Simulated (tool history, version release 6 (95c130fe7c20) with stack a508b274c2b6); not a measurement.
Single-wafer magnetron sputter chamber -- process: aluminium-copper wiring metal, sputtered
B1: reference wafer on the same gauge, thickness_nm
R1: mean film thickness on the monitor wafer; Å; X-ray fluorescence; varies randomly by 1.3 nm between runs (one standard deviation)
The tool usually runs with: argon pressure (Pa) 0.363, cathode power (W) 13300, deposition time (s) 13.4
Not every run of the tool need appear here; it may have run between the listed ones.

Run 1, hour 0: usual settings but cathode power (W) 14300, deposition time (s) 12.9; B1 293.006. Result: R1 2979.94 Å.
Run 2, hour 24.4: usual settings but cathode power (W) 14300, deposition time (s) 12.9; B1 293. Result: R1 2961.28 Å.
Run 3, hour 53.2: usual settings; B1 293.255. Result: R1 2947.53 Å.
Run 4, hour 80.7: usual settings; B1 293.118. Result: R1 2926.75 Å.
Run 5, hour 106.3: usual settings; B1 292.883. Result: R1 2896.38 Å.
Run 6, hour 164.7: usual settings but deposition time (s) 14.7; B1 293.084. Result: R1 3198.3 Å.
Run 7, hour 218.2: usual settings but deposition time (s) 14.7; B1 292.804. Result: R1 3210.2 Å.
Run 8, hour 264: usual settings but deposition time (s) 14.7; B1 293.078. Result: R1 3179.14 Å.
Run 9, hour 310.6: usual settings; B1 293.197. Result: R1 2903.22 Å.
Run 10, hour 360.7: usual settings; B1 292.985. Result: R1 2902.48 Å.
At hour 405: sputter target and shields replaced.
Run 11, hour 408.8: usual settings; B1 292.837. Result: R1 2941.72 Å.
Run 12, hour 457.9: usual settings but argon pressure (Pa) 0.273; B1 292.853. Result: R1 3010.51 Å.
Run 13, hour 484.5: usual settings but argon pressure (Pa) 0.273; B1 292.928. Result: R1 3012.86 Å.
Run 14, hour 516: usual settings but argon pressure (Pa) 0.273; B1 293.256. Result: R1 3002.61 Å.
Run 15, hour 571: usual settings but argon pressure (Pa) 0.504, cathode power (W) 12000, deposition time (s) 11.2; B1 293.003. Result: R1 2175.69 Å.
Run 16, hour 617.9: usual settings but argon pressure (Pa) 0.3, cathode power (W) 11500, deposition time (s) 16; B1 292.888. Result: R1 3231.46 Å.
At hour 640.6: magnet pack replaced.
At hour 690.2: gauge calibrated.
At hour 732.7: capacitance manometer re-zeroed and calibrated.
At hour 749.1: sputter target and shields replaced.
Run 17, hour 784.3: usual settings; B1 293.004. Result: R1 2923.86 Å.
Run 18, hour 825.3: usual settings but argon pressure (Pa) 0.318, cathode power (W) 10550; B1 292.76. Result: R1 2576.69 Å.
Run 19, hour 871.7: usual settings but cathode power (W) 10450, deposition time (s) 15.5; B1 292.994. Result: R1 2920.82 Å.
Run 20, hour 912.6: usual settings but argon pressure (Pa) 0.316, cathode power (W) 10550, deposition time (s) 15.6; B1 293.03. Result: R1 2996.56 Å.
Run 21, hour 970.3: usual settings but argon pressure (Pa) 0.494, cathode power (W) 11400, deposition time (s) 16.1; B1 292.605. Result: R1 3070.91 Å.
Run 22, hour 1016.7: usual settings but argon pressure (Pa) 0.265; B1 293.436. Result: R1 2978.59 Å.
Run 23, hour 1065.6: usual settings but cathode power (W) 11200, deposition time (s) 14.4; B1 292.82. Result: R1 2794.87 Å.
At hour 1102: sputter target and shields replaced.
Run 24, hour 1102.5: usual settings but argon pressure (Pa) 0.436, cathode power (W) 10250, deposition time (s) 12; B1 293.082. Result: R1 2216.36 Å.
Run 25, hour 1175.1: usual settings but argon pressure (Pa) 0.451, cathode power (W) 12300, deposition time (s) 12.4; B1 293.035. Result: R1 2521.19 Å.
Run 26, hour 1229.5: usual settings but argon pressure (Pa) 0.504, cathode power (W) 12000, deposition time (s) 11.2; B1 292.992. Result: R1 2193.91 Å.
Run 27, hour 1280.6: usual settings but argon pressure (Pa) 0.308; B1 292.945. Result: R1 2977.67 Å.
Run 28, hour 1322.2: usual settings but argon pressure (Pa) 0.223, deposition time (s) 12.6; B1 292.884. Result: R1 2867.91 Å.
Run 29, hour 1372.6: usual settings but argon pressure (Pa) 0.451, cathode power (W) 12300, deposition time (s) 12.4; B1 292.764. Result: R1 2465.68 Å.
Run 30, hour 1399: usual settings but argon pressure (Pa) 0.3, cathode power (W) 11500, deposition time (s) 16; B1 292.969. Result: R1 3249.93 Å.
At hour 1471.9: sputter target and shields replaced.
Run 31, hour 1472.4: usual settings but cathode power (W) 15600, deposition time (s) 15.2; B1 293.214. Result: R1 3731.37 Å.
Run 32, hour 1512.1: usual settings but deposition time (s) 10.9; B1 293.101. Result: R1 2374.97 Å.
Run 33, hour 1566.2: usual settings but argon pressure (Pa) 0.286, cathode power (W) 15000, deposition time (s) 10.8; B1 292.965. Result: R1 2626.16 Å.
Run 34, hour 1610.4: usual settings but argon pressure (Pa) 0.296, cathode power (W) 15350; B1 292.934. Result: R1 3268.19 Å.

Alternative continuations, all from the tool just after run 34; predict every row:
Run A, hour 1610.8: usual settings but argon pressure (Pa) 0.501; B1 ?. Result: R1 ?.
Run B, hour 1610.8: usual settings but cathode power (W) 16200; B1 ?. Result: R1 ?.
Run C, hour 1610.8: usual settings but argon pressure (Pa) 0.317, cathode power (W) 11250; B1 ?. Result: R1 ?.
Run D, hour 1610.8: usual settings but argon pressure (Pa) 0.448, deposition time (s) 14.7; B1 ?. Result: R1 ?.

run       B1       R1
  A  293.059   2780.4
  B  293.059  3305.37
  C  293.059  2679.97
  D  293.059  3105.41
What these runs would have given with no unlogged condition in the tool:
run       R1
  A  2830.18
  B  3364.54
  C  2727.95
  D  3161.01
